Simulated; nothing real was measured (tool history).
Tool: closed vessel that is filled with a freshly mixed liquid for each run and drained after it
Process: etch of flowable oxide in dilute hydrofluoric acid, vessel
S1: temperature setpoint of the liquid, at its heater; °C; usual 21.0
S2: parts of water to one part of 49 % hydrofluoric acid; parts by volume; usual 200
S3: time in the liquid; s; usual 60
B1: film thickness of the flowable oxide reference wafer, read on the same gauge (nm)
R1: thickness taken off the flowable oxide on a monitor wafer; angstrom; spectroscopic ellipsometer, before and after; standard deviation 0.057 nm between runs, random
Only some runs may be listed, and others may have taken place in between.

run	hour	S1	S2	S3	B1	R1
1	0.0	21.0	270	60	149.99	43.9
2	99.4	21.0	270	60	149.99	43.0
3	201.6	21.0	200	60	149.99	62.1
4	250.8	21.0	200	60	150.00	63.0
5	307.6	21.0	200	60	150.01	62.2
6	394.3	24.0	200	45	149.98	52.4
7	473.1	21.0	230	60	150.01	51.8
8	522.9	21.0	200	70	150.02	72.1
9	781.7	21.0	200	60	150.03	61.3
10	853.8	25.5	200	90	150.01	108.5
11	911.4	23.0	200	60	150.00	65.2
12	999.4	21.0	235	60	149.99	49.2
13	1103.4	19.0	135	90	150.01	132.3
14	1168.1	17.5	200	60	150.00	51.3
15	1212.2	17.0	200	75	149.99	64.5
16	1275.6	21.0	155	90	150.00	121.7
17	1355.1	18.0	200	80	150.00	70.1
18	1400.8	21.0	200	60	150.01	59.6
19	1492.5	25.0	140	30	150.01	52.7
20	1597.3	22.5	100	60	150.00	139.5
21	1647.9	21.0	200	60	150.01	57.7
22	1695.1	21.0	200	60	150.00	64.8
23	1791.8	21.0	120	60	150.02	117.8
24	1854.0	21.0	200	60	150.01	64.8
25	1946.1	21.0	280	60	150.02	42.6
26	2038.9	21.0	200	60	150.01	64.2
27	2078.5	21.0	200	70	150.02	73.1
28	2160.3	25.5	225	50	150.01	54.4
29	2341.4	26.0	125	80	149.98	178.8
30	2391.5	21.0	200	60	150.02	62.6
31	2428.5	25.0	230	35	150.02	35.5
32	2493.4	21.0	250	85	150.01	67.9

Put back what was entered between runs (4 entries, withheld): which listed runs does each sit between, and how does the hidden state differ from the listed run before to the listed run after?
Run 6 -> run 7: thermometer replaced (hour 438.6)
  hydrofluoric acid flow below the setpoint (%): 4.14 -> 4.45
  measured less the result without the state, R1: -2.8 -> -2.9 angstrom
Run 21 -> run 22: hydrofluoric acid flow meter replaced (hour 1679.8)
  hydrofluoric acid flow below the setpoint (%): 8.95 -> 0.645
  measured less the result without the state, R1: -7.0 -> -0.5 angstrom
Run 22 -> run 23: gauge calibrated (hour 1761.9)
  hydrofluoric acid flow below the setpoint (%): 0.645 -> 1.02
  measured less the result without the state, R1: -0.5 -> -1.3 angstrom
Run 30 -> run 31: thermometer replaced (hour 2420.5)
  hydrofluoric acid flow below the setpoint (%): 3.32 -> 3.46
  measured less the result without the state, R1: -2.6 -> -1.6 angstrom
